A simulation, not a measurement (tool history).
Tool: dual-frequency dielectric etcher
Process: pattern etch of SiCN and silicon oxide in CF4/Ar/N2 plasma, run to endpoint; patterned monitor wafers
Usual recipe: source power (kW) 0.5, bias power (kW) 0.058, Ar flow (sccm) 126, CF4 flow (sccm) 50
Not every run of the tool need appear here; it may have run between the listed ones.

run	day	source power (kW)	bias power (kW)	Ar flow (sccm)	CF4 flow (sccm)	incoming incoming film thickness, nm	endpoint time (s)
1	0	0.5	0.058	126	50	11.29	13.5
2	0.504	0.5	0.051	126	50	11.32	13.8
3	1.242	0.5	0.051	126	50	11.38	13.9
4	1.958	0.5	0.051	126	50	11.3	14
5	2.629	0.58	0.058	126	50	11.26	11.4
6	2.979	0.58	0.058	126	50	11.35	11.5
7	3.467	0.5	0.058	126	50	11.27	13.5
# day 4.475: wet clean of the chamber
8	4.496	0.5	0.058	126	50	11.41	13.7
9	4.508	0.5	0.047	126	50	11.23	14
10	4.742	0.5	0.058	126	50	11.33	13.5
11	5.017	0.5	0.054	115	50	11.28	13.4
12	5.588	0.5	0.072	144	50	11.3	13.3
13	5.854	0.5	0.058	126	50	11.32	13.4
14	6.358	0.55	0.058	126	50	11.36	12.2
# day 6.808: bias power generator calibrated
# day 7.212: Ar flow controller replaced
# day 7.425: CF4 flow controller replaced
# day 8.075: source power generator calibrated
# day 8.317: upper electrode replaced
15	8.338	0.6	0.058	126	50	11.24	11
16	8.35	0.5	0.058	126	50	11.28	13.5
17	8.362	0.5	0.058	126	50	11.31	13.3
18	8.379	0.38	0.068	107	54	11.31	16.9
19	9.992	0.5	0.058	126	50	11.31	13.5
20	10.712	0.4	0.058	126	40	11.44	19
21	11.346	0.55	0.062	95	50	11.34	11.1
22	11.771	0.5	0.058	126	41	11.23	14.3
23	12.371	0.5	0.054	126	50	11.23	13.6

Each row is a separate what-if for the run after 23, all from the same tool condition, not one after another. Results?
A	12.388	0.5	0.058	126	50	11.25	?
B	12.388	0.5	0.047	136	47	11.25	?
C	12.388	0.54	0.045	126	50	11.25	?
D	12.388	0.5	0.058	135	57	11.25	?
E	12.388	0.59	0.067	153	50	11.25	?

run	endpoint time (s)
A	13.4
B	14.5
C	12.9
D	13.1
E	11.3
The same runs, with their run-to-run variation unchanged, on a tool lacking any hidden condition would have given:
run	endpoint time (s)
A	13.4
B	14.5
C	12.9
D	13.1
E	11.3
